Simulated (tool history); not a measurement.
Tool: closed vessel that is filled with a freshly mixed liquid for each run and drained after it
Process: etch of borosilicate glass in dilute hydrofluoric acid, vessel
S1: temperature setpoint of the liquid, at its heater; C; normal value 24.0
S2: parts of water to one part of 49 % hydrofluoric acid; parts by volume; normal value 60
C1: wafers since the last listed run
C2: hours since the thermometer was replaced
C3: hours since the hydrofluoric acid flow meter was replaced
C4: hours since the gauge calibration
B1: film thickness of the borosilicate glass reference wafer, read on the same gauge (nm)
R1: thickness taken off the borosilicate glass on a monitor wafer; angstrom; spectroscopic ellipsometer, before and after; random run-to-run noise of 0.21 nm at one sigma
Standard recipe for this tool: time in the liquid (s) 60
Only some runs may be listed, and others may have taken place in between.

Run 1, day 0.000: usual settings but S2 75 parts by volume, time in the liquid (s) 45; C1 0; C2 24.5; C3 181.7; C4 650.8; B1 120.01. Result: R1 310.3 angstrom.
Run 2, day 1.875: usual settings but S1 22.5 C; C1 5360; C2 69.5; C3 226.7; C4 695.8; B1 120.02. Result: R1 491.9 angstrom.
Run 3, day 4.225: usual settings but S1 22.5 C; C1 6718; C2 125.9; C3 283.1; C4 752.2; B1 120.02. Result: R1 490.6 angstrom.
Run 4, day 6.358: usual settings but S1 22.5 C; C1 6098; C2 177.1; C3 334.3; C4 803.4; B1 119.99. Result: R1 494.9 angstrom.
Run 5, day 8.175: usual settings; C1 5193; C2 220.7; C3 377.9; C4 847.0; B1 119.99. Result: R1 523.7 angstrom.
Run 6, day 10.225: usual settings; C1 5860; C2 269.9; C3 427.1; C4 896.2; B1 120.05. Result: R1 521.6 angstrom.
Run 7, day 11.754: usual settings; C1 4371; C2 306.6; C3 463.8; C4 932.9; B1 120.03. Result: R1 526.0 angstrom.
Run 8, day 15.208: usual settings but S1 27.0 C, S2 55 parts by volume; C1 9874; C2 389.5; C3 546.7; C4 1015.8; B1 120.01. Result: R1 651.6 angstrom.
At day 18.217: gauge calibrated.
Run 9, day 18.496: usual settings but S1 27.0 C, S2 55 parts by volume; C1 9398; C2 468.4; C3 625.6; C4 6.7; B1 119.97. Result: R1 648.5 angstrom.
Run 10, day 22.450: usual settings but S2 75 parts by volume; C1 11304; C2 563.3; C3 720.5; C4 101.6; B1 120.01. Result: R1 412.0 angstrom.
Run 11, day 24.146: usual settings but S1 20.5 C, S2 80 parts by volume, time in the liquid (s) 35; C1 4848; C2 604.0; C3 761.2; C4 142.3; B1 119.99. Result: R1 195.4 angstrom.
At day 24.579: thermometer replaced.
Run 12, day 26.675: usual settings; C1 7111; C2 50.3; C3 821.9; C4 203.0; B1 119.97. Result: R1 525.0 angstrom.
At day 29.342: hydrofluoric acid flow meter replaced.
Run 13, day 29.850: usual settings but S1 26.0 C, S2 40 parts by volume; C1 8957; C2 126.5; C3 12.2; C4 279.2; B1 119.99. Result: R1 882.1 angstrom.
Run 14, day 33.158: usual settings but time in the liquid (s) 40; C1 9457; C2 205.9; C3 91.6; C4 358.6; B1 120.01. Result: R1 348.7 angstrom.
Run 15, day 36.012: usual settings; C1 8159; C2 274.4; C3 160.1; C4 427.1; B1 120.05. Result: R1 527.7 angstrom.
Run 16, day 39.142: usual settings but S1 26.0 C; C1 8945; C2 349.5; C3 235.2; C4 502.2; B1 120.02. Result: R1 569.6 angstrom.
Run 17, day 40.908: usual settings but S1 26.5 C, time in the liquid (s) 40; C1 5050; C2 391.9; C3 277.6; C4 544.6; B1 119.99. Result: R1 388.3 angstrom.
Run 18, day 43.533: usual settings but S1 27.5 C, S2 40 parts by volume, time in the liquid (s) 90; C1 7504; C2 454.9; C3 340.6; C4 607.6; B1 120.00. Result: R1 1393.7 angstrom.
Run 19, day 46.404: usual settings but S1 20.0 C; C1 8207; C2 523.8; C3 409.5; C4 676.5; B1 119.99. Result: R1 446.8 angstrom.
Run 20, day 48.696: usual settings but S1 22.0 C, S2 35 parts by volume, time in the liquid (s) 50; C1 6551; C2 578.8; C3 464.5; C4 731.5; B1 120.01. Result: R1 709.9 angstrom.

Each row is a separate what-if for the run after 20, all from the same tool condition, not one after another. Results?
Run A, day 48.725: usual settings but time in the liquid (s) 50; C1 83; C2 579.5; C3 465.2; C4 732.2; B1 ?. Result: R1 ?.
Run B, day 48.725: usual settings but time in the liquid (s) 85; C1 83; C2 579.5; C3 465.2; C4 732.2; B1 ?. Result: R1 ?.
Run C, day 48.725: usual settings but S1 26.5 C, S2 90 parts by volume, time in the liquid (s) 35; C1 83; C2 579.5; C3 465.2; C4 732.2; B1 ?. Result: R1 ?.

run      B1     R1
  A  120.01  438.9
  B  120.01  746.2
  C  120.01  217.6
With the hidden condition removed and each run's random variation left untouched, the same runs would have given:
run     R1
  A  438.9
  B  746.2
  C  217.6

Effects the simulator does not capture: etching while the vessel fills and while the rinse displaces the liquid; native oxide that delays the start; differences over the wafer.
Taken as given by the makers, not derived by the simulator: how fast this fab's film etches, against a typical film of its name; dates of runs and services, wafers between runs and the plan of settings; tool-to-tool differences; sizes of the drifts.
